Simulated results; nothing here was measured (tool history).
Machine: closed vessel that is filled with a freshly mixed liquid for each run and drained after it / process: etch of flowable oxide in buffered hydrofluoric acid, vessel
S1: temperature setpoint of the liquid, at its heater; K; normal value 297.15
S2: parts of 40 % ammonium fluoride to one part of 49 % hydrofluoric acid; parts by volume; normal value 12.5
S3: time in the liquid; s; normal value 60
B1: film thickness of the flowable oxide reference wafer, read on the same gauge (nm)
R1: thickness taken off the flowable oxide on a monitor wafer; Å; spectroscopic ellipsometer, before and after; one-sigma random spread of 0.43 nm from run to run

run,hour,S1,S2,S3,B1,R1
1,0,297.15,12.5,60,110,967
2,10.1,297.15,12.5,60,110,954.3
3,28.9,297.15,12.5,60,110.01,964
4,38,297.15,12.5,60,109.99,958.1
5,47.4,297.15,12.5,60,110,954.4
6,54.2,297.15,12.5,60,110.01,957
7,63.9,297.15,12.5,60,110.03,958.3
# hour 67: hydrofluoric acid flow meter replaced
8,81.8,297.15,12.5,60,110.05,955.5
9,89.2,298.15,12.5,35,110.01,590.7
# hour 99.7: gauge calibrated
# hour 104.3: thermometer replaced
10,104.8,301.65,16.5,80,110.01,1408.6
11,116.8,294.65,17,90,110.01,1044.4
12,127.7,297.15,11,90,110,1846.9
13,134.4,297.15,12.5,60,109.98,1078.6
14,142.9,295.65,15.5,70,110.01,930.2
15,149.6,297.15,12.5,60,110.01,1071.6
16,170.2,297.15,12.5,60,110.01,1074.7
17,183.4,298.65,8.5,85,110.03,2346.9
18,200.4,292.65,12.5,40,110,558
19,218,297.15,12.5,40,110.03,715

Run-by-run hidden state of the tool:
hydrofluoric acid flow above the setpoint (%): 0, the same for each run
gauge reads high (%): 0, the same for each run
H1: liquid colder than its thermometer reads (K)
run,H1
1,2.43
2,2.44
3,2.47
4,2.48
5,2.5
6,2.51
7,2.52
8,2.55
9,2.56
10,0.259
11,0.277
12,0.293
13,0.303
14,0.316
15,0.326
16,0.356
17,0.375
18,0.401
19,0.426
